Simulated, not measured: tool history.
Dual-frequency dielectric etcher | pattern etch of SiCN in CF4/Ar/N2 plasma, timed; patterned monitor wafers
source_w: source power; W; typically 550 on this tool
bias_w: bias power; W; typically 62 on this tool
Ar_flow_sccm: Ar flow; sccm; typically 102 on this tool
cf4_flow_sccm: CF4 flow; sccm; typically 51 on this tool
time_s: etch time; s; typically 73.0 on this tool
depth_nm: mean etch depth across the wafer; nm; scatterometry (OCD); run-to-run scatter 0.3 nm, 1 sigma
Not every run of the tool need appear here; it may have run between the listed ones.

run	day	source_w	bias_w	Ar_flow_sccm	cf4_flow_sccm	time_s	read-back reference wafer on the same gauge, depth_nm	depth_nm
1	0.000	690	56	102	45	73.0	68.9	69.8
2	0.592	550	62	115	48	73.0	68.8	68.1
3	1.138	550	62	102	51	82.5	68.9	79.5
4	1.792	660	52	102	41	73.0	68.9	63.7
5	2.162	620	62	102	57	73.0	68.9	75.0
# day 4.379: wet clean of the chamber
6	4.400	550	62	115	48	73.0	69.0	68.8
# day 4.775: Ar flow controller replaced
7	4.796	550	47	102	61	73.0	68.8	59.8
8	5.021	620	62	102	51	73.0	69.0	74.9
9	5.442	630	62	102	51	59.5	68.8	61.6
# day 5.879: bias power generator calibrated
# day 6.233: source power generator calibrated
10	6.254	550	62	102	47	53.5	68.9	51.5
11	6.671	550	62	117	51	73.0	68.8	68.8
12	8.071	550	67	102	51	73.0	68.9	74.9
13	8.558	550	62	102	51	73.0	68.8	70.8
14	10.604	420	62	102	51	73.0	68.9	64.3
15	11.142	630	62	113	48	62.0	68.9	61.9
16	11.700	550	62	87	51	56.0	69.0	56.1
17	12.417	550	74	102	51	58.5	69.0	63.9
18	12.904	590	69	102	51	73.0	69.0	77.5
19	13.596	510	62	102	51	73.0	68.9	68.5
20	13.912	480	58	102	47	93.5	68.9	81.0
21	14.508	670	62	102	47	64.5	68.9	66.6
# day 15.100: gauge calibrated
22	15.167	550	62	102	51	73.0	69.0	70.3

Alternative continuations, all from the tool just after run 22; predict every row:
A	15.183	550	62	102	51	73.0	?	?
B	15.183	550	62	116	51	73.0	?	?
C	15.183	550	62	102	51	80.5	?	?

run	read-back reference wafer on the same gauge, depth_nm	depth_nm
A	69.0	70.2
B	69.0	68.6
C	69.0	77.5
Had the tool no hidden state, the same runs would have come out as:
run	depth_nm
A	70.6
B	69.0
C	77.9
